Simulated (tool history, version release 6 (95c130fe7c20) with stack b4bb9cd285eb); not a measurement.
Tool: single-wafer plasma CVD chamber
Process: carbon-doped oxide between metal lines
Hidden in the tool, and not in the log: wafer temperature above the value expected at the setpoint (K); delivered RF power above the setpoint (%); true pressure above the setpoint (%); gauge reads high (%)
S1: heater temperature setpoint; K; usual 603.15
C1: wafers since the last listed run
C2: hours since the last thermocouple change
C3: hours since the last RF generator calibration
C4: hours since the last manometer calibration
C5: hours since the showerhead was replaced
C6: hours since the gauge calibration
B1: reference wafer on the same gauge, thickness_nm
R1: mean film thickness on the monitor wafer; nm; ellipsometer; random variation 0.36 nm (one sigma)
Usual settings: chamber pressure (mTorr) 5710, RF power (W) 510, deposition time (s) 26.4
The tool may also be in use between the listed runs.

Run 1, hour 0: usual settings but S1 612.15 K; C1 0; C2 1750.9; C3 1865.4; C4 1898.9; C5 4441.9; C6 5.3; B1 143.078. Result: R1 143.71 nm.
Run 2, hour 53.6: usual settings but S1 612.15 K; C1 1502; C2 1804.5; C3 1919; C4 1952.5; C5 4495.5; C6 58.9; B1 143.029. Result: R1 144.536 nm.
Run 3, hour 100.2: usual settings but S1 612.15 K; C1 1306; C2 1851.1; C3 1965.6; C4 1999.1; C5 4542.1; C6 105.5; B1 143.036. Result: R1 144.295 nm.
Run 4, hour 124.3: usual settings but deposition time (s) 30.4; C1 675; C2 1875.2; C3 1989.7; C4 2023.2; C5 4566.2; C6 129.6; B1 143.035. Result: R1 169.663 nm.
Run 5, hour 174: usual settings but deposition time (s) 30.4; C1 1393; C2 1924.9; C3 2039.4; C4 2072.9; C5 4615.9; C6 179.3; B1 143.166. Result: R1 169.157 nm.
Run 6, hour 204.1: usual settings but deposition time (s) 30.4; C1 843; C2 1955; C3 2069.5; C4 2103; C5 4646; C6 209.4; B1 142.872. Result: R1 170.218 nm.
Run 7, hour 248.5: usual settings; C1 1244; C2 1999.4; C3 2113.9; C4 2147.4; C5 4690.4; C6 253.8; B1 143.016. Result: R1 147.789 nm.
At hour 268.1: RF generator calibrated.
Run 8, hour 316.5: usual settings; C1 1681; C2 2067.4; C3 48.4; C4 2215.4; C5 4758.4; C6 321.8; B1 142.993. Result: R1 144.542 nm.
Run 9, hour 386.4: usual settings; C1 1959; C2 2137.3; C3 118.3; C4 2285.3; C5 4828.3; C6 391.7; B1 142.906. Result: R1 143.418 nm.
Run 10, hour 445.1: usual settings but chamber pressure (mTorr) 4820; C1 1645; C2 2196; C3 177; C4 2344; C5 4887; C6 450.4; B1 142.895. Result: R1 138.362 nm.
Run 11, hour 481.5: usual settings but deposition time (s) 30.4; C1 1020; C2 2232.4; C3 213.4; C4 2380.4; C5 4923.4; C6 486.8; B1 143.038. Result: R1 164.486 nm.
At hour 504.4: RF generator calibrated, repeated, since the last time left the tool worse.
Run 12, hour 514.5: usual settings but S1 593.15 K, deposition time (s) 23.9; C1 700; C2 2265.4; C3 10.1; C4 2413.4; C5 4956.4; C6 519.8; B1 143.058. Result: R1 142.621 nm.
Run 13, hour 564: usual settings but S1 613.15 K, chamber pressure (mTorr) 6230, RF power (W) 590, deposition time (s) 21.3; C1 1387; C2 2314.9; C3 59.6; C4 2462.9; C5 5005.9; C6 569.3; B1 142.924. Result: R1 132.809 nm.
Run 14, hour 638.1: usual settings; C1 2076; C2 2389; C3 133.7; C4 2537; C5 5080; C6 643.4; B1 142.942. Result: R1 151.037 nm.
Run 15, hour 732.9: usual settings but chamber pressure (mTorr) 6080; C1 2657; C2 2483.8; C3 228.5; C4 2631.8; C5 5174.8; C6 738.2; B1 143.003. Result: R1 152.606 nm.
Run 16, hour 794.5: usual settings but chamber pressure (mTorr) 4360, RF power (W) 460, deposition time (s) 23.7; C1 1726; C2 2545.4; C3 290.1; C4 2693.4; C5 5236.4; C6 799.8; B1 143.033. Result: R1 120.499 nm.
Run 17, hour 824.5: usual settings but deposition time (s) 28.8; C1 840; C2 2575.4; C3 320.1; C4 2723.4; C5 5266.4; C6 829.8; B1 142.915. Result: R1 164.822 nm.
Run 18, hour 894.4: usual settings but chamber pressure (mTorr) 4580; C1 1959; C2 2645.3; C3 390; C4 2793.3; C5 5336.3; C6 899.7; B1 142.975. Result: R1 144.266 nm.

Run 19 comes next. What will it give?
At hour 943.8: capacitance manometer re-zeroed and calibrated.
Run 19, hour 944.3: usual settings but S1 595.15 K, RF power (W) 605; C1 1174; C2 2695.2; C3 439.9; C4 0.5; C5 5386.2; C6 949.6; B1 ?. Result: R1 ?.

{"run 19": {"B1": 142.933, "R1": 171.295}}
Without the tool's hidden state the same run would have given R1 174.06 nm.

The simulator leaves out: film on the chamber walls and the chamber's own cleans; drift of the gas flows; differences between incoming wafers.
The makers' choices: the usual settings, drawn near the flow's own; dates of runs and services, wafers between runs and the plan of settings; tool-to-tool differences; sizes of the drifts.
